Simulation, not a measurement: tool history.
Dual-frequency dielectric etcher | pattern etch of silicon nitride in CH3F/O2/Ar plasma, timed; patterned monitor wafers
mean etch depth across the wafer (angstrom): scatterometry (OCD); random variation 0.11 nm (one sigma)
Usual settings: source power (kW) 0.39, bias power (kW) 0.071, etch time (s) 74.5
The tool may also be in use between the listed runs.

run    hour  source power (kW)  bias power (kW)  etch time (s)  read-back reference wafer on the same gauge, depth_nm  mean etch depth across the wafer (angstrom)
  1       0               0.39            0.071           85.5                                                     61                                          623
  2    97.3               0.39            0.071           85.5                                                     61                                          621
  3   179.5               0.39            0.078             61                                                     61                                          459
      206.9  -- wet clean of the chamber
  4   282.8               0.43            0.071           74.5                                                     61                                          556
  5   371.5               0.43            0.071           74.5                                                     61                                          555
      661.3  -- wet clean of the chamber
  6   675.4               0.43            0.071           74.5                                                   60.9                                          557
  7   743.9               0.39            0.071             65                                                     61                                          472
      825.3  -- bias power generator calibrated
  8   837.3               0.39            0.071             65                                                     61                                          472
  9     874               0.39            0.071           74.5                                                     61                                          540
      975.5  -- gauge calibrated
 10  1038.1               0.39            0.071           74.5                                                     61                                          537
     1070.8  -- wet clean of the chamber
 11  1104.5               0.46            0.071           74.5                                                     61                                          567
     1128.3  -- source power generator calibrated
 12  1165.1               0.39            0.071           86.5                                                     61                                          629
 13  1244.5               0.39            0.071           74.5                                                     61                                          540
       1344  -- upper electrode replaced
 14  1344.5               0.47            0.071           60.5                                                     61                                          458
 15  1380.2               0.39            0.066             64                                                     61                                          448
 16  1467.7               0.49            0.071             69                                                   61.1                                          526
     1498.3  -- wet clean of the chamber
 17  1573.7               0.29            0.056             94                                                     61                                          579
 18  1675.5               0.39            0.088             94                                                     61                                          750
 19  1771.1               0.39            0.071           74.5                                                     61                                          538
 20  1815.8               0.31            0.071           74.5                                                     61                                          512
 21  1879.4                0.3            0.065             63                                                     61                                          412
       1926  -- wet clean of the chamber
 22  1955.6               0.48            0.057           74.5                                                     61                                          523

The same runs without the tool's hidden state, with the same run-to-run variation:
The hidden state here: etch rate over this chamber's usual, %; source power that arrives over what is set, %; bias power that arrives over what is set, %; gauge reads high (%).
run  mean etch depth across the wafer (angstrom)
  1                                          628
  2                                          628
  3                                          465
  4                                          558
  5                                          559
  6                                          558
  7                                          474
  8                                          475
  9                                          545
 10                                          544
 11                                          568
 12                                          632
 13                                          544
 14                                          462
 15                                          453
 16                                          534
 17                                          580
 18                                          755
 19                                          543
 20                                          517
 21                                          418
 22                                          523
